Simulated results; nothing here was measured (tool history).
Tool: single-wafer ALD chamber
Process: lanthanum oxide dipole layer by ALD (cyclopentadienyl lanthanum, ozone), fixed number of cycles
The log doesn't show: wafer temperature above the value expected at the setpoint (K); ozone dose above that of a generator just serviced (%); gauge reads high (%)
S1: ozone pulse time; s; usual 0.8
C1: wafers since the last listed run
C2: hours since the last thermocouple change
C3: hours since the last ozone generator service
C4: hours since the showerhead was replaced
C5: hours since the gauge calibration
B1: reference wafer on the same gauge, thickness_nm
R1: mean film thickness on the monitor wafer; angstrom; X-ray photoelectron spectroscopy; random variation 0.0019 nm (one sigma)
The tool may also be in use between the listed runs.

| run | hour | S1 | C1 | C2 | C3 | C4 | C5 | B1 | R1 |
|---|---|---|---|---|---|---|---|---|---|
| 1 | 0 | 0.8 | 0 | 1026.1 | 884.8 | 6699.3 | 108.8 | 0.553 | 4.47 |
| 2 | 27.7 | 0.8 | 284 | 1053.8 | 912.5 | 6727 | 136.5 | 0.554 | 4.42 |
| 3 | 55.1 | 0.8 | 281 | 1081.2 | 939.9 | 6754.4 | 163.9 | 0.552 | 4.43 |
| 4 | 89.2 | 0.63 | 349 | 1115.3 | 974 | 6788.5 | 198 | 0.554 | 3.94 |
| 5 | 153.5 | 0.63 | 659 | 1179.6 | 1038.3 | 6852.8 | 262.3 | 0.553 | 3.93 |
| 6 | 191.9 | 0.8 | 394 | 1218 | 1076.7 | 6891.2 | 300.7 | 0.553 | 4.43 |
| 7 | 256.4 | 0.8 | 661 | 1282.5 | 1141.2 | 6955.7 | 365.2 | 0.553 | 4.42 |
| 8 | 302.3 | 0.93 | 471 | 1328.4 | 1187.1 | 7001.6 | 411.1 | 0.553 | 4.72 |
|  | 344.1 | gauge calibrated |
|  | 345.8 | ozone generator serviced |
| 9 | 355.3 | 0.8 | 461 | 1381.4 | 9.5 | 7054.6 | 11.2 | 0.553 | 4.69 |
| 10 | 413.1 | 1.11 | 593 | 1439.2 | 67.3 | 7112.4 | 69 | 0.553 | 5.21 |
| 11 | 443.5 | 0.48 | 311 | 1469.6 | 97.7 | 7142.8 | 99.4 | 0.553 | 3.59 |
| 12 | 502.3 | 1 | 603 | 1528.4 | 156.5 | 7201.6 | 158.2 | 0.554 | 5.02 |
|  | 533 | thermocouple changed; heater temperature recalibrated |
|  | 558.6 | showerhead replaced |
| 13 | 570.7 | 1.02 | 537 | 37.7 | 224.9 | 12.1 | 226.6 | 0.552 | 5.02 |
| 14 | 598.1 | 1.09 | 281 | 65.1 | 252.3 | 39.5 | 254 | 0.552 | 5.07 |
| 15 | 633.5 | 0.8 | 363 | 100.5 | 287.7 | 74.9 | 289.4 | 0.553 | 4.52 |
| 16 | 700.9 | 0.99 | 691 | 167.9 | 355.1 | 142.3 | 356.8 | 0.553 | 4.88 |
| 17 | 733.5 | 0.48 | 334 | 200.5 | 387.7 | 174.9 | 389.4 | 0.554 | 3.43 |
| 18 | 758.4 | 0.69 | 255 | 225.4 | 412.6 | 199.8 | 414.3 | 0.553 | 4.22 |
| 19 | 787.5 | 0.8 | 298 | 254.5 | 441.7 | 228.9 | 443.4 | 0.553 | 4.47 |

4 ways to go on from here, each from the tool as it stands after run 19. What would each give?
| A | 787.9 | 0.98 | 4 | 254.9 | 442.1 | 229.3 | 443.8 | ? | ? |
| B | 787.9 | 1.05 | 4 | 254.9 | 442.1 | 229.3 | 443.8 | ? | ? |
| C | 787.9 | 0.57 | 4 | 254.9 | 442.1 | 229.3 | 443.8 | ? | ? |
| D | 787.9 | 0.95 | 4 | 254.9 | 442.1 | 229.3 | 443.8 | ? | ? |

| run | B1 | R1 |
|---|---|---|
| A | 0.553 | 4.86 |
| B | 0.553 | 4.98 |
| C | 0.553 | 3.77 |
| D | 0.553 | 4.8 |
Without the tool's hidden state the same runs would have given:
| run | R1 |
|---|---|
| A | 5.12 |
| B | 5.23 |
| C | 4.1 |
| D | 5.07 |

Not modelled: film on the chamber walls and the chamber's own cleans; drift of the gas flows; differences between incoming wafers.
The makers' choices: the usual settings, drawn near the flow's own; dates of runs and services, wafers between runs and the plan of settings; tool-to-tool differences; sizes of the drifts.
